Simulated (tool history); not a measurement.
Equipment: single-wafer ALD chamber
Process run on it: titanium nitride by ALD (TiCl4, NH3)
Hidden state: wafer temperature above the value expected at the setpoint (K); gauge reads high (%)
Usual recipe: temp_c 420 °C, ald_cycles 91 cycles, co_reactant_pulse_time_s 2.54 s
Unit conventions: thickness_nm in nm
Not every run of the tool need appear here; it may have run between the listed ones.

run      day  temp_c  ald_cycles  co_reactant_pulse_time_s  wafers since the last listed run  hours since the last thermocouple change  hours since the showerhead was replaced  hours since the gauge calibration  read-back reference wafer on the same gauge, thickness_nm  thickness_nm
  1        0     429          91                      2.54                                 0                                     901.1                                   3263.2                              334.2                                                      2.162         2.081
  2    2.775     429          91                      2.54                               169                                     967.7                                   3329.8                              400.8                                                      2.155         2.087
  3    6.712     420          91                      2.54                               240                                    1062.2                                   3424.3                              495.3                                                      2.153         2.072
  4   11.129     420          91                      2.54                               269                                    1168.2                                   3530.3                              601.3                                                       2.15         2.066
  5   14.679     420          91                      2.54                               216                                    1253.4                                   3615.5                              686.5                                                      2.149         2.063
  6   16.742     420          91                      2.54                               125                                    1302.9                                     3665                                736                                                      2.147         2.072
  7   19.083     420          91                      2.54                               143                                    1359.1                                   3721.2                              792.2                                                      2.143         2.057
  8   23.154     420          91                      2.54                               248                                    1456.8                                   3818.9                              889.9                                                      2.144         2.065
  9   25.212     420          91                      2.54                               125                                    1506.2                                   3868.3                              939.3                                                      2.141         2.065
 10   35.421     420          91                      2.54                               623                                    1751.2                                   4113.3                             1184.3                                                      2.138         2.053
 11   38.817     420          91                      2.15                               207                                    1832.7                                   4194.8                             1265.8                                                      2.137         2.039
 12   41.617     420          91                      2.15                               170                                    1899.9                                     4262                               1333                                                      2.137         2.031
 13   45.354     420          91                      2.54                               228                                    1989.6                                   4351.7                             1422.7                                                      2.136         2.056
 14   47.921     415          91                      2.54                               156                                    2051.2                                   4413.3                             1484.3                                                      2.137         2.052
 15   51.912     415          91                      2.54                               243                                      2147                                   4509.1                             1580.1                                                      2.137         2.047
 16   54.379     415          97                      1.99                               150                                    2206.2                                   4568.3                             1639.3                                                      2.133         2.157
 17   57.983     428          76                      2.17                               220                                    2292.7                                   4654.8                             1725.8                                                      2.135         1.701
 18   61.333     420          91                      1.92                               204                                    2373.1                                   4735.2                             1806.2                                                      2.135         2.014
      62.208  -- gauge calibrated
 19   63.071     428          91                      2.54                               106                                    2414.8                                   4776.9                               20.7                                                       2.18          2.09
 20   67.354     420          91                      2.54                               261                                    2517.6                                   4879.7                              123.5                                                      2.171         2.085
 21   69.479     420          91                      3.16                               129                                    2568.6                                   4930.7                              174.5                                                      2.168         2.095
       74.25  -- thermocouple changed; heater temperature recalibrated
      76.017  -- showerhead replaced
 22   77.008     420         102                      2.02                               419                                      66.2                                     23.8                              355.2                                                       2.16         2.305
 23   79.375     434         106                      2.95                               144                                       123                                     80.6                                412                                                      2.158         2.436
 24   83.442     420          91                      2.54                               248                                     220.6                                    178.2                              509.6                                                      2.153         2.073
 25   87.075     420          91                      2.54                               221                                     307.8                                    265.4                              596.8                                                      2.152         2.076
 26   91.512     415          91                      1.74                               270                                     414.3                                    371.9                              703.3                                                      2.146         2.014
 27   93.458     414          98                      3.29                               118                                       461                                    418.6                                750                                                      2.147         2.256
 28   95.767     420          91                      2.54                               140                                     516.4                                      474                              805.4                                                      2.146         2.068
 29  100.221     413          91                      2.19                               272                                     623.3                                    580.9                              912.3                                                      2.142         2.046
 30  103.783     420          80                      2.54                               217                                     708.8                                    666.4                              997.8                                                      2.141         1.807

Each row is a separate what-if for the run after 30, all from the same tool condition, not one after another. Results?
  A  103.808     420          91                      2.54                                 1                                     709.4                                      667                              998.4                                                          ?             ?
  B  103.808     405          82                      1.87                                 1                                     709.4                                      667                              998.4                                                          ?             ?
  C  103.808     420          83                      2.54                                 1                                     709.4                                      667                              998.4                                                          ?             ?
  D  103.808     409          91                      3.03                                 1                                     709.4                                      667                              998.4                                                          ?             ?

run  read-back reference wafer on the same gauge, thickness_nm  thickness_nm
  A                                                      2.143         2.051
  B                                                      2.143         1.798
  C                                                      2.143         1.871
  D                                                      2.143         2.062
What these runs would have given with no unlogged condition in the tool:
run  thickness_nm
  A         2.087
  B          1.83
  C         1.904
  D         2.098
